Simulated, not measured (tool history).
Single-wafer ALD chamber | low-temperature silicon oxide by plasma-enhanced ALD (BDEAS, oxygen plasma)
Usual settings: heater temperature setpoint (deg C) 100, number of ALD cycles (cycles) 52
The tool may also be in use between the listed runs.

run      day  heater temperature setpoint (deg C)  number of ALD cycles (cycles)  read-back reference wafer on the same gauge, thickness_nm  mean film thickness on the monitor wafer (angstrom)
  1        0                                  100                             52                                                      6.687                                                71.79
  2    1.258                                  100                             52                                                      6.691                                                72.05
  3    2.946                                  100                             52                                                      6.693                                                72.28
  4    4.996                                  100                             52                                                      6.693                                                72.15
  5    7.583                                  100                             52                                                      6.692                                                71.81
  6    9.396                                  100                             52                                                      6.688                                                71.75
  7   11.425                                  100                             52                                                      6.693                                                71.93
  8   13.833                                  100                             52                                                      6.691                                                71.49
  9   14.992                                  100                             52                                                      6.689                                                71.42
 10   17.096                                  100                             52                                                      6.687                                                71.83
 11   19.604                                  106                             48                                                      6.687                                                65.58
 12   21.212                                  106                             48                                                      6.692                                                65.77
 13   23.988                                  100                             52                                                      6.689                                                71.83
 14   25.546                                  100                             52                                                      6.688                                                71.66
 15   26.621                                  100                             52                                                      6.689                                                71.68
 16   27.779                                  100                             48                                                      6.689                                                66.11
 17   30.092                                  100                             48                                                      6.694                                                66.16
 18   31.142                                  100                             48                                                      6.691                                                66.28
 19   32.879                                  100                             52                                                      6.691                                                72.02
 20     35.1                                  100                             52                                                      6.689                                                71.64
 21    37.65                                  100                             52                                                      6.696                                                71.65
 22   38.688                                  100                             56                                                      6.695                                                76.93
      40.842  -- gauge calibrated
 23   41.062                                  100                             56                                                      6.689                                                77.24
 24   42.658                                  100                             52                                                       6.69                                                71.85
 25   44.208                                   88                             45                                                      6.689                                                63.56
 26   50.562                                  100                             45                                                      6.688                                                62.05
 27   52.788                                  100                             59                                                      6.691                                                 81.2
 28    54.95                                  100                             52                                                      6.696                                                71.48
 29   56.842                                  107                             55                                                       6.69                                                75.13
 30   58.475                                   86                             46                                                      6.687                                                65.64
 31   61.125                                  113                             55                                                      6.691                                                73.97
 32   62.671                                  100                             55                                                      6.691                                                75.73
 33   64.317                                  100                             52                                                      6.694                                                71.75
 34   66.504                                  111                             55                                                      6.688                                                74.39
 35   73.167                                  109                             47                                                      6.694                                                63.86
 36   75.404                                  108                             58                                                      6.688                                                 78.6
 37   78.329                                  100                             52                                                      6.691                                                71.43
      78.696  -- thermocouple changed; heater temperature recalibrated
 38   79.771                                  109                             55                                                      6.689                                                75.17
 39    82.35                                  108                             57                                                      6.692                                                78.18
 40     83.9                                   90                             49                                                      6.692                                                   70
 41   85.025                                  106                             48                                                      6.689                                                66.14
 42   91.896                                  100                             52                                                      6.688                                                71.91
 43   95.358                                  100                             45                                                      6.688                                                62.42
 44     97.6                                   87                             59                                                      6.688                                                84.74
 45   98.767                                  108                             57                                                      6.687                                                 77.7
 46  100.925                                  100                             52                                                      6.689                                                71.87
 47  102.925                                  100                             62                                                       6.69                                                85.92

3 ways to go on from here, each from the tool as it stands after run 47. What would each give?
  A  102.946                                  100                             52                                                          ?                                                    ?
  B  102.946                                  115                             60                                                          ?                                                    ?
  C  102.946                                   95                             58                                                          ?                                                    ?

run  read-back reference wafer on the same gauge, thickness_nm  mean film thickness on the monitor wafer (angstrom)
  A                                                       6.69                                                72.01
  B                                                       6.69                                                 81.1
  C                                                       6.69                                                81.18
Without the tool's hidden state the same runs would have given:
run  mean film thickness on the monitor wafer (angstrom)
  A                                                 72.4
  B                                                81.55
  C                                                82.04
